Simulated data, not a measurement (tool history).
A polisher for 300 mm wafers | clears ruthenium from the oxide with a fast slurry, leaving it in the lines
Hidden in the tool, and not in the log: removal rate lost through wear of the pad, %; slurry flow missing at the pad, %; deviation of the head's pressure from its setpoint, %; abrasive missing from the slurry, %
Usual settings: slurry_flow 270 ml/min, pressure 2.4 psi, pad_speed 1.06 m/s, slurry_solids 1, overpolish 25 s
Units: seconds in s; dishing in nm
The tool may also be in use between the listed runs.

| run | hour | slurry_flow | pressure | pad_speed | slurry_solids | overpolish | wafers since the last listed run | wafers polished on this pad | hours since the slurry nozzle was cleaned | hours since the head pressure was calibrated | hours since the slurry blender was calibrated | incoming thickness of the incoming film, nm | seconds | dishing |
|---|---|---|---|---|---|---|---|---|---|---|---|---|---|---|
| 1 | 0 | 245 | 2.4 | 1.06 | 1 | 25 | 0 | 2725 | 393.5 | 244.6 | 502.4 | 289 | 86 | 55.2 |
| 2 | 36.7 | 245 | 2.4 | 1.06 | 1 | 25 | 346 | 3072 | 430.2 | 281.3 | 539.1 | 294.6 | 87.3 | 55.4 |
| 3 | 109.2 | 270 | 2.4 | 1.06 | 1.1 | 25 | 684 | 3756 | 502.7 | 353.8 | 611.6 | 290.4 | 84.6 | 56.8 |
| 4 | 217.2 | 270 | 2.4 | 1.06 | 1 | 25 | 1019 | 4775 | 610.7 | 461.8 | 719.6 | 295.3 | 87.2 | 56.5 |
|  | 234.9 | slurry blender recalibrated |
| 5 | 350.4 | 270 | 2.4 | 1.06 | 1 | 25 | 1238 | 6013 | 743.9 | 595 | 115.5 | 290.1 | 75.9 | 64.1 |
|  | 388.1 | slurry nozzle cleaned |
| 6 | 398.2 | 270 | 2.4 | 1.06 | 1 | 25 | 441 | 6455 | 10.1 | 642.8 | 163.3 | 289.1 | 75.7 | 65.1 |
|  | 451.4 | head pressure recalibrated |
| 7 | 451.9 | 270 | 2.2 | 1.06 | 1 | 25 | 487 | 6943 | 63.8 | 0.5 | 217 | 288.5 | 93.9 | 52.2 |
|  | 457.3 | worn pad replaced by a new one |
| 8 | 552.7 | 215 | 1.9 | 1.06 | 1 | 25 | 913 | 900 | 164.6 | 101.3 | 317.8 | 296.3 | 116.4 | 47.6 |
| 9 | 650.8 | 270 | 2.1 | 1.36 | 1 | 25 | 925 | 1826 | 262.7 | 199.4 | 415.9 | 286.5 | 79.7 | 60.5 |
| 10 | 702.5 | 205 | 2.1 | 1.16 | 1 | 25 | 487 | 2314 | 314.4 | 251.1 | 467.6 | 290 | 93.1 | 52.8 |
| 11 | 773.9 | 270 | 2.4 | 0.82 | 1 | 25 | 673 | 2987 | 385.8 | 322.5 | 539 | 291 | 109 | 48 |
| 12 | 877.9 | 270 | 2.4 | 1.06 | 1 | 25 | 981 | 3969 | 489.8 | 426.5 | 643 | 290.8 | 86.6 | 56.7 |
| 13 | 955.5 | 245 | 2.4 | 1.06 | 1 | 25 | 732 | 4701 | 567.4 | 504.1 | 720.6 | 291.6 | 86.7 | 55.6 |
|  | 965 | slurry blender recalibrated |
| 14 | 999.2 | 270 | 2 | 1.06 | 1 | 25 | 393 | 5095 | 611.1 | 547.8 | 34.2 | 287.2 | 89.8 | 53 |
| 15 | 1101.4 | 270 | 2.4 | 1.06 | 1 | 25 | 964 | 6060 | 713.3 | 650 | 136.4 | 293.1 | 78.9 | 62.4 |
|  | 1114 | slurry nozzle cleaned |
|  | 1130.3 | worn pad replaced by a new one |
| 16 | 1163.1 | 350 | 2.4 | 0.78 | 1 | 15 | 535 | 309 | 49.1 | 711.7 | 198.1 | 290.2 | 101.2 | 31.5 |
| 17 | 1218.2 | 270 | 2.4 | 0.7 | 1 | 20 | 520 | 830 | 104.2 | 766.8 | 253.2 | 284.9 | 106.4 | 37.8 |
|  | 1247.2 | head pressure recalibrated |
| 18 | 1259.1 | 270 | 2.4 | 1.06 | 1 | 25 | 367 | 1197 | 145.1 | 11.9 | 294.1 | 287.8 | 85.6 | 57.6 |
| 19 | 1331.8 | 180 | 2.4 | 1.36 | 1 | 25 | 686 | 1883 | 217.8 | 84.6 | 366.8 | 289.2 | 71.9 | 64.8 |
| 20 | 1368.1 | 345 | 1.8 | 1.06 | 1 | 25 | 342 | 2225 | 254.1 | 120.9 | 403.1 | 290.5 | 114.2 | 42.8 |
| 21 | 1471.2 | 270 | 2.4 | 1.06 | 1.15 | 25 | 973 | 3198 | 357.2 | 224 | 506.2 | 290.3 | 81.3 | 58.2 |
| 22 | 1573.1 | 185 | 2.4 | 1.06 | 1.15 | 33 | 961 | 4160 | 459.1 | 325.9 | 608.1 | 295.6 | 87.3 | 74.2 |
| 23 | 1639.7 | 270 | 2.4 | 1.06 | 1 | 21 | 628 | 4789 | 525.7 | 392.5 | 674.7 | 286.2 | 84.8 | 50.3 |
|  | 1679.8 | slurry blender recalibrated |
| 24 | 1716.3 | 270 | 1.7 | 1.06 | 1.3 | 31 | 704 | 5493 | 602.3 | 469.1 | 36.5 | 291.3 | 96.4 | 62.6 |
| 25 | 1767.2 | 270 | 2.6 | 1.16 | 1.3 | 25 | 480 | 5973 | 653.2 | 520 | 87.4 | 291.9 | 58.6 | 75.2 |
| 26 | 1863.2 | 270 | 1.7 | 1.18 | 1 | 17 | 906 | 6879 | 749.2 | 616 | 183.4 | 289.6 | 100.8 | 33.7 |
|  | 1887.3 | slurry nozzle cleaned |
|  | 1889.2 | worn pad replaced by a new one |
| 27 | 1965 | 300 | 2.1 | 1.06 | 1.2 | 34 | 932 | 715 | 77.7 | 717.8 | 285.2 | 294.9 | 84.4 | 75.7 |
| 28 | 2012.6 | 310 | 2.4 | 1.06 | 1 | 25 | 449 | 1164 | 125.3 | 765.4 | 332.8 | 291.7 | 79.8 | 60 |
|  | 2019.8 | head pressure recalibrated |
| 29 | 2100.6 | 270 | 2.4 | 1.06 | 1 | 25 | 811 | 1975 | 213.3 | 80.8 | 420.8 | 288.2 | 87.4 | 52.1 |

3 ways to go on from here, each from the tool as it stands after run 29. What would each give?
| A | 2101 | 270 | 2.4 | 1.06 | 1 | 25 | 3 | 1979 | 213.7 | 81.2 | 421.2 | 289.3 | ? | ? |
| B | 2101 | 270 | 2.4 | 1.06 | 1 | 10 | 3 | 1979 | 213.7 | 81.2 | 421.2 | 289.3 | ? | ? |
| C | 2101 | 270 | 2.7 | 1.38 | 1.15 | 25 | 3 | 1979 | 213.7 | 81.2 | 421.2 | 289.3 | ? | ? |

| run | seconds | dishing |
|---|---|---|
| A | 88.9 | 55.8 |
| B | 88.9 | 24.4 |
| C | 59.3 | 78.1 |
Without the tool's hidden state the same runs would have given:
| run | seconds | dishing |
|---|---|---|
| A | 77.9 | 62.5 |
| B | 77.9 | 27.6 |
| C | 52.4 | 85.9 |

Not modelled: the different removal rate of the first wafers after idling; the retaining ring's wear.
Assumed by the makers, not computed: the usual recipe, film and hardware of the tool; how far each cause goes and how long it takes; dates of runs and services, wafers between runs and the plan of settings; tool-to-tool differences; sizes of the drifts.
